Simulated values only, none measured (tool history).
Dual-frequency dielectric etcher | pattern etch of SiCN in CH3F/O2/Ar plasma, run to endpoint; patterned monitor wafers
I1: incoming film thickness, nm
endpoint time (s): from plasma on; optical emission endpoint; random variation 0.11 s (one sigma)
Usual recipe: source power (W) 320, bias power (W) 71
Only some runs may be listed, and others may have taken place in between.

run 1 day=0.000 | source_power_(W)=350 bias_power_(W)=57 | I1=8.05 | endpoint_time_(s)=22.2
run 2 day=3.933 | source_power_(W)=320 bias_power_(W)=71 | I1=7.98 | endpoint_time_(s)=21.4
run 3 day=6.875 | source_power_(W)=320 bias_power_(W)=71 | I1=7.95 | endpoint_time_(s)=21.3
run 4 day=10.125 | source_power_(W)=320 bias_power_(W)=58 | I1=7.99 | endpoint_time_(s)=22.9
run 5 day=18.446 | source_power_(W)=320 bias_power_(W)=71 | I1=7.95 | endpoint_time_(s)=21.6
run 6 day=22.246 | source_power_(W)=320 bias_power_(W)=71 | I1=8.04 | endpoint_time_(s)=21.4
run 7 day=24.296 | source_power_(W)=360 bias_power_(W)=71 | I1=8.00 | endpoint_time_(s)=20.2
-- day=25.575 wet clean of the chamber
run 8 day=27.933 | source_power_(W)=280 bias_power_(W)=71 | I1=8.01 | endpoint_time_(s)=23.5
run 9 day=31.108 | source_power_(W)=280 bias_power_(W)=71 | I1=7.91 | endpoint_time_(s)=22.8
run 10 day=33.658 | source_power_(W)=280 bias_power_(W)=71 | I1=7.96 | endpoint_time_(s)=23.2
run 11 day=46.246 | source_power_(W)=320 bias_power_(W)=65 | I1=7.97 | endpoint_time_(s)=22.3
run 12 day=49.550 | source_power_(W)=290 bias_power_(W)=85 | I1=8.08 | endpoint_time_(s)=21.6
-- day=50.933 wet clean of the chamber
run 13 day=62.171 | source_power_(W)=390 bias_power_(W)=85 | I1=8.00 | endpoint_time_(s)=18.0
-- day=64.767 upper electrode replaced
-- day=66.067 source power generator calibrated
run 14 day=66.638 | source_power_(W)=320 bias_power_(W)=71 | I1=8.06 | endpoint_time_(s)=21.5
-- day=70.625 wet clean of the chamber
run 15 day=70.646 | source_power_(W)=320 bias_power_(W)=83 | I1=8.02 | endpoint_time_(s)=20.2
-- day=75.442 bias power generator calibrated
run 16 day=81.654 | source_power_(W)=320 bias_power_(W)=71 | I1=8.04 | endpoint_time_(s)=21.7
run 17 day=85.462 | source_power_(W)=360 bias_power_(W)=85 | I1=7.96 | endpoint_time_(s)=18.7
run 18 day=87.767 | source_power_(W)=260 bias_power_(W)=76 | I1=7.98 | endpoint_time_(s)=23.9
run 19 day=91.550 | source_power_(W)=320 bias_power_(W)=76 | I1=8.06 | endpoint_time_(s)=21.1
run 20 day=93.329 | source_power_(W)=360 bias_power_(W)=76 | I1=8.01 | endpoint_time_(s)=19.6
run 21 day=95.467 | source_power_(W)=270 bias_power_(W)=57 | I1=7.97 | endpoint_time_(s)=25.5

Hidden state, per run?
etch rate over this chamber's usual, %: 0 across all the runs
source power that arrives over what is set, %: 0 across all the runs
bias power that arrives over what is set, %: 0 across all the runs
